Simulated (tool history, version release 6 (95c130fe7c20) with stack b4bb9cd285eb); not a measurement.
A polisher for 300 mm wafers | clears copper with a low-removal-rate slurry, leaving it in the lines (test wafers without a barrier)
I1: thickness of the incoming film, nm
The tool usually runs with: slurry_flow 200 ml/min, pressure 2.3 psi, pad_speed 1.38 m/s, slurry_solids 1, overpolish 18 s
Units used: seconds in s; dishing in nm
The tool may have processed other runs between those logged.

run 1 hour=0 | slurry_flow=200 pressure=2.3 pad_speed=1.24 slurry_solids=1 overpolish=18 | I1=329.8 | seconds=96.1 dishing=44.2
run 2 hour=59.7 | slurry_flow=200 pressure=2.3 pad_speed=1.24 slurry_solids=1 overpolish=18 | I1=326.6 | seconds=94.4 dishing=44.5
-- hour=107.3 worn pad replaced by a new one
run 3 hour=115.4 | slurry_flow=200 pressure=2.3 pad_speed=1.38 slurry_solids=1 overpolish=15 | I1=327.4 | seconds=88.4 dishing=39.8
run 4 hour=170.7 | slurry_flow=200 pressure=2.3 pad_speed=1.38 slurry_solids=1 overpolish=18 | I1=331.8 | seconds=90.6 dishing=47
-- hour=208.4 slurry nozzle cleaned
-- hour=233 slurry blender recalibrated
run 5 hour=266.8 | slurry_flow=200 pressure=2.3 pad_speed=1.38 slurry_solids=1 overpolish=18 | I1=326.8 | seconds=86.1 dishing=49
run 6 hour=325.6 | slurry_flow=200 pressure=2.3 pad_speed=1.38 slurry_solids=1 overpolish=18 | I1=331.1 | seconds=87 dishing=46.7
run 7 hour=385.4 | slurry_flow=200 pressure=2.3 pad_speed=1.38 slurry_solids=1 overpolish=18 | I1=334.3 | seconds=90.3 dishing=46.4
run 8 hour=455 | slurry_flow=200 pressure=2.3 pad_speed=1.38 slurry_solids=1 overpolish=18 | I1=332.3 | seconds=90.7 dishing=45.6
-- hour=486.6 worn pad replaced by a new one
run 9 hour=546.6 | slurry_flow=200 pressure=2.3 pad_speed=1.38 slurry_solids=1 overpolish=18 | I1=325 | seconds=86.9 dishing=45.7
-- hour=580.1 slurry blender recalibrated
run 10 hour=618.1 | slurry_flow=200 pressure=2.3 pad_speed=1.38 slurry_solids=1 overpolish=18 | I1=332 | seconds=92.7 dishing=44.4
-- hour=659 slurry nozzle cleaned
run 11 hour=718.7 | slurry_flow=200 pressure=2.3 pad_speed=1.38 slurry_solids=1 overpolish=18 | I1=332.3 | seconds=96.4 dishing=43.9
run 12 hour=801.1 | slurry_flow=200 pressure=2.3 pad_speed=1.38 slurry_solids=1 overpolish=18 | I1=325.8 | seconds=95 dishing=42.6
run 13 hour=863 | slurry_flow=200 pressure=1.9 pad_speed=1.38 slurry_solids=0.9 overpolish=29 | I1=327.5 | seconds=120.2 dishing=52.9
-- hour=869.2 worn pad replaced by a new one
run 14 hour=962.5 | slurry_flow=230 pressure=2.3 pad_speed=1.82 slurry_solids=1.25 overpolish=18 | I1=327.8 | seconds=72.6 dishing=54.7
-- hour=1001.5 slurry blender recalibrated, repeated, since the last time left the tool worse
run 15 hour=1002 | slurry_flow=200 pressure=2.7 pad_speed=1.38 slurry_solids=1 overpolish=18 | I1=330.1 | seconds=72.2 dishing=54
-- hour=1077.3 slurry nozzle cleaned
run 16 hour=1091 | slurry_flow=200 pressure=2.3 pad_speed=1.38 slurry_solids=1 overpolish=18 | I1=329.9 | seconds=86.2 dishing=47.2
-- hour=1112.5 head pressure recalibrated
run 17 hour=1160.6 | slurry_flow=200 pressure=2.7 pad_speed=1.38 slurry_solids=1 overpolish=8 | I1=323.6 | seconds=74.2 dishing=26.5
run 18 hour=1246.4 | slurry_flow=160 pressure=2.3 pad_speed=1.38 slurry_solids=1 overpolish=7 | I1=326 | seconds=91.9 dishing=19.4
-- hour=1277.9 worn pad replaced by a new one
run 19 hour=1286.9 | slurry_flow=230 pressure=2.3 pad_speed=1.82 slurry_solids=1.25 overpolish=18 | I1=336.4 | seconds=67.6 dishing=57.7
-- hour=1350.4 slurry blender recalibrated
run 20 hour=1363.4 | slurry_flow=200 pressure=2.3 pad_speed=1.38 slurry_solids=1 overpolish=18 | I1=331.3 | seconds=84.5 dishing=47.1
run 21 hour=1407.2 | slurry_flow=200 pressure=1.9 pad_speed=1.38 slurry_solids=0.9 overpolish=29 | I1=329.3 | seconds=106.3 dishing=57.5
-- hour=1496.8 slurry nozzle cleaned
-- hour=1605.6 worn pad replaced by a new one
-- hour=1699.4 slurry blender recalibrated
run 22 hour=1703.4 | slurry_flow=175 pressure=2.3 pad_speed=1.38 slurry_solids=1 overpolish=7 | I1=324.7 | seconds=84.8 dishing=20
run 23 hour=1783.7 | slurry_flow=200 pressure=2.3 pad_speed=1.38 slurry_solids=1 overpolish=18 | I1=323.8 | seconds=85.5 dishing=47.4
run 24 hour=1865.5 | slurry_flow=200 pressure=2.3 pad_speed=1.18 slurry_solids=1 overpolish=11 | I1=328 | seconds=99 dishing=27.4

Below are 4 alternative next runs, each starting from the tool's condition after run 24. Predict each:
run A hour=1866 | slurry_flow=200 pressure=2.3 pad_speed=1.38 slurry_solids=0.8 overpolish=18 | I1=335 | seconds=? dishing=?
run B hour=1866 | slurry_flow=200 pressure=2.3 pad_speed=1.38 slurry_solids=1 overpolish=25 | I1=335 | seconds=? dishing=?
run C hour=1866 | slurry_flow=225 pressure=2.3 pad_speed=1.38 slurry_solids=1 overpolish=18 | I1=335 | seconds=? dishing=?
run D hour=1866 | slurry_flow=200 pressure=2.3 pad_speed=1.38 slurry_solids=1.2 overpolish=27 | I1=335 | seconds=? dishing=?

run=A seconds=95.7 dishing=44.6
run=B seconds=91.1 dishing=60.4
run=C seconds=89.6 dishing=47.1
run=D seconds=87.4 dishing=66
Take away the tool's hidden state, keep each run's random variation, and the runs would have read:
run=A seconds=92.5 dishing=45.9
run=B seconds=87.9 dishing=62
run=C seconds=86.5 dishing=48.5
run=D seconds=84.3 dishing=67.8
